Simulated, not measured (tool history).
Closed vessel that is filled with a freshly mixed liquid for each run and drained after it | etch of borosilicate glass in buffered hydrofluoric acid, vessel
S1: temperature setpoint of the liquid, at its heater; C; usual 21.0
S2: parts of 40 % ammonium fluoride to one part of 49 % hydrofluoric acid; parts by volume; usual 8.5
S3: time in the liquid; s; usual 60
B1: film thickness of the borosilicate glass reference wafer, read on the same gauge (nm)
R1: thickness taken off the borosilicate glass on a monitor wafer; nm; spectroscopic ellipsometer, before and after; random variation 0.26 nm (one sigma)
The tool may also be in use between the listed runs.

| run | day | S1 | S2 | S3 | B1 | R1 |
|---|---|---|---|---|---|---|
| 1 | 0.000 | 21.0 | 8.5 | 80 | 130.04 | 103.37 |
| 2 | 3.338 | 21.0 | 8.5 | 80 | 130.03 | 103.90 |
| 3 | 6.208 | 21.0 | 8.5 | 80 | 129.99 | 104.47 |
| 4 | 8.471 | 21.0 | 8.5 | 60 | 129.98 | 78.01 |
| 5 | 11.188 | 21.0 | 8.5 | 60 | 130.02 | 78.15 |
| 6 | 13.642 | 21.0 | 8.5 | 60 | 129.99 | 78.02 |
| 7 | 18.058 | 21.0 | 8.5 | 60 | 129.97 | 78.30 |
| 8 | 22.354 | 21.0 | 8.5 | 60 | 130.04 | 77.85 |
| 9 | 25.204 | 21.0 | 8.5 | 60 | 130.06 | 77.72 |
| 10 | 28.942 | 21.0 | 8.5 | 60 | 130.03 | 78.12 |
| 11 | 32.800 | 21.0 | 8.5 | 60 | 130.01 | 77.79 |
| 12 | 35.421 | 21.0 | 8.5 | 60 | 129.98 | 77.87 |
| 13 | 38.117 | 21.0 | 8.5 | 60 | 130.00 | 78.08 |
| 14 | 42.212 | 17.5 | 7.5 | 80 | 130.02 | 99.02 |
| 15 | 44.088 | 21.0 | 11.5 | 40 | 130.01 | 39.42 |
| 16 | 47.642 | 21.0 | 6.0 | 75 | 130.01 | 138.64 |
| 17 | 50.621 | 21.0 | 8.5 | 60 | 130.04 | 77.44 |
| 18 | 53.550 | 24.0 | 6.0 | 40 | 129.97 | 86.93 |
| 19 | 56.967 | 23.5 | 8.5 | 70 | 129.98 | 104.19 |
| 20 | 59.971 | 21.0 | 8.5 | 60 | 129.99 | 77.94 |
| 21 | 62.438 | 21.0 | 8.5 | 60 | 130.02 | 77.61 |
| 22 | 66.842 | 17.0 | 8.5 | 80 | 130.01 | 83.65 |
| 23 | 69.938 | 18.0 | 11.5 | 95 | 129.97 | 80.17 |
| 24 | 71.654 | 22.5 | 7.5 | 35 | 129.93 | 56.65 |
| 25 | 74.596 | 21.0 | 8.5 | 60 | 129.96 | 77.52 |
| 26 | 76.638 | 18.0 | 10.0 | 60 | 130.02 | 57.77 |

Taken out of this log: 3 entries between the listed runs. Where each belongs, and how the hidden state differs across it:
Between runs 9 and 10: gauge calibrated (day 25.996)
  no hidden state differs between the two runs
Between runs 11 and 12: thermometer replaced (day 33.171)
  no hidden state differs between the two runs
Between runs 13 and 14: hydrofluoric acid flow meter replaced (day 40.621)
  no hidden state differs between the two runs
